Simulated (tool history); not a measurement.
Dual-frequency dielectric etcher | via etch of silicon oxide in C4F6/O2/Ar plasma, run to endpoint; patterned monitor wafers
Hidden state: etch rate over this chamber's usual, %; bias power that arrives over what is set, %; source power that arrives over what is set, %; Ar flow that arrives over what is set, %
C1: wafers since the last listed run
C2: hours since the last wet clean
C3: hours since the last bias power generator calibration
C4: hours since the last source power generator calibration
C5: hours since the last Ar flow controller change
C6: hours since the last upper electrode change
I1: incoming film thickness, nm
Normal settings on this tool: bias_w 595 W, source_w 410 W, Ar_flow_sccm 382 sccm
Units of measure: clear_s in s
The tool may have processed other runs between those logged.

Run 1, hour 0.0: usual settings but bias_w 556 W; C1 0; C2 376.5; C3 1989.7; C4 2780.7; C5 2019.3; C6 3958.8; I1 132.9. Result: clear_s 27.5 s.
Run 2, hour 39.9: usual settings but source_w 470 W; C1 713; C2 416.4; C3 2029.6; C4 2820.6; C5 2059.2; C6 3998.7; I1 134.5. Result: clear_s 26.0 s.
Run 3, hour 70.0: usual settings but source_w 470 W; C1 538; C2 446.5; C3 2059.7; C4 2850.7; C5 2089.3; C6 4028.8; I1 135.2. Result: clear_s 25.9 s.
Run 4, hour 130.2: usual settings but source_w 470 W; C1 1076; C2 506.7; C3 2119.9; C4 2910.9; C5 2149.5; C6 4089.0; I1 134.2. Result: clear_s 25.6 s.
At hour 156.7: wet clean of the chamber.
Run 5, hour 189.1: usual settings but Ar_flow_sccm 428 sccm; C1 624; C2 32.4; C3 2178.8; C4 2969.8; C5 2208.4; C6 4147.9; I1 135.9. Result: clear_s 28.7 s.
Run 6, hour 243.0: usual settings; C1 963; C2 86.3; C3 2232.7; C4 3023.7; C5 2262.3; C6 4201.8; I1 137.0. Result: clear_s 27.9 s.
Run 7, hour 308.2: usual settings; C1 1165; C2 151.5; C3 2297.9; C4 3088.9; C5 2327.5; C6 4267.0; I1 134.2. Result: clear_s 27.4 s.
Run 8, hour 353.4: usual settings; C1 808; C2 196.7; C3 2343.1; C4 3134.1; C5 2372.7; C6 4312.2; I1 134.7. Result: clear_s 27.7 s.
Run 9, hour 424.9: usual settings but bias_w 488 W; C1 1278; C2 268.2; C3 2414.6; C4 3205.6; C5 2444.2; C6 4383.7; I1 134.8. Result: clear_s 29.5 s.
Run 10, hour 487.6: usual settings but bias_w 488 W; C1 1121; C2 330.9; C3 2477.3; C4 3268.3; C5 2506.9; C6 4446.4; I1 133.8. Result: clear_s 29.3 s.
Run 11, hour 517.7: usual settings; C1 538; C2 361.0; C3 2507.4; C4 3298.4; C5 2537.0; C6 4476.5; I1 134.9. Result: clear_s 27.2 s.
Run 12, hour 548.6: usual settings; C1 552; C2 391.9; C3 2538.3; C4 3329.3; C5 2567.9; C6 4507.4; I1 135.6. Result: clear_s 27.4 s.
At hour 612.3: source power generator calibrated.
Run 13, hour 618.2: usual settings; C1 1172; C2 461.5; C3 2607.9; C4 5.9; C5 2637.5; C6 4577.0; I1 135.0. Result: clear_s 26.9 s.
Run 14, hour 652.0: usual settings; C1 604; C2 495.3; C3 2641.7; C4 39.7; C5 2671.3; C6 4610.8; I1 134.3. Result: clear_s 26.9 s.
Run 15, hour 703.5: usual settings but bias_w 496 W; C1 920; C2 546.8; C3 2693.2; C4 91.2; C5 2722.8; C6 4662.3; I1 135.4. Result: clear_s 28.6 s.
Run 16, hour 774.2: usual settings but bias_w 491 W, source_w 470 W, Ar_flow_sccm 304 sccm; C1 1264; C2 617.5; C3 2763.9; C4 161.9; C5 2793.5; C6 4733.0; I1 136.0. Result: clear_s 27.0 s.
At hour 824.5: Ar flow controller replaced.
At hour 834.1: wet clean of the chamber.
Run 17, hour 834.6: usual settings; C1 800; C2 0.5; C3 2824.3; C4 222.3; C5 10.1; C6 4793.4; I1 133.6. Result: clear_s 27.9 s.
At hour 887.4: upper electrode replaced.
Run 18, hour 887.9: usual settings; C1 523; C2 53.8; C3 2877.6; C4 275.6; C5 63.4; C6 0.5; I1 133.7. Result: clear_s 28.0 s.
Run 19, hour 916.2: usual settings but source_w 320 W, Ar_flow_sccm 419 sccm; C1 506; C2 82.1; C3 2905.9; C4 303.9; C5 91.7; C6 28.8; I1 136.5. Result: clear_s 30.9 s.
Run 20, hour 941.1: usual settings but bias_w 694 W, source_w 340 W, Ar_flow_sccm 296 sccm; C1 445; C2 107.0; C3 2930.8; C4 328.8; C5 116.6; C6 53.7; I1 134.8. Result: clear_s 27.4 s.
Run 21, hour 984.8: usual settings; C1 781; C2 150.7; C3 2974.5; C4 372.5; C5 160.3; C6 97.4; I1 137.0. Result: clear_s 28.4 s.
Run 22, hour 1051.7: usual settings but bias_w 743 W, source_w 350 W, Ar_flow_sccm 348 sccm; C1 1196; C2 217.6; C3 3041.4; C4 439.4; C5 227.2; C6 164.3; I1 134.3. Result: clear_s 26.3 s.
Run 23, hour 1090.8: usual settings; C1 699; C2 256.7; C3 3080.5; C4 478.5; C5 266.3; C6 203.4; I1 135.7. Result: clear_s 27.9 s.
At hour 1106.6: bias power generator calibrated.
Run 24, hour 1142.9: usual settings; C1 860; C2 308.8; C3 36.3; C4 530.6; C5 318.4; C6 255.5; I1 133.3. Result: clear_s 27.4 s.
Run 25, hour 1168.6: usual settings but bias_w 491 W, source_w 470 W, Ar_flow_sccm 304 sccm; C1 459; C2 334.5; C3 62.0; C4 556.3; C5 344.1; C6 281.2; I1 135.1. Result: clear_s 27.3 s.
Run 26, hour 1205.4: usual settings but bias_w 660 W, source_w 480 W; C1 658; C2 371.3; C3 98.8; C4 593.1; C5 380.9; C6 318.0; I1 135.3. Result: clear_s 25.3 s.
Run 27, hour 1231.7: usual settings but Ar_flow_sccm 406 sccm; C1 470; C2 397.6; C3 125.1; C4 619.4; C5 407.2; C6 344.3; I1 134.4. Result: clear_s 27.7 s.
Run 28, hour 1290.3: usual settings but bias_w 528 W, source_w 460 W, Ar_flow_sccm 430 sccm; C1 1047; C2 456.2; C3 183.7; C4 678.0; C5 465.8; C6 402.9; I1 133.8. Result: clear_s 27.2 s.

Estimate the outcome of run 29 from the log above:
Run 29, hour 1339.5: usual settings but Ar_flow_sccm 435 sccm; C1 879; C2 505.4; C3 232.9; C4 727.2; C5 515.0; C6 452.1; I1 134.2. Result: clear_s ?.

clear_s: 27.4 s
With no hidden state in the tool, this same run would have given clear_s 28.6 s.
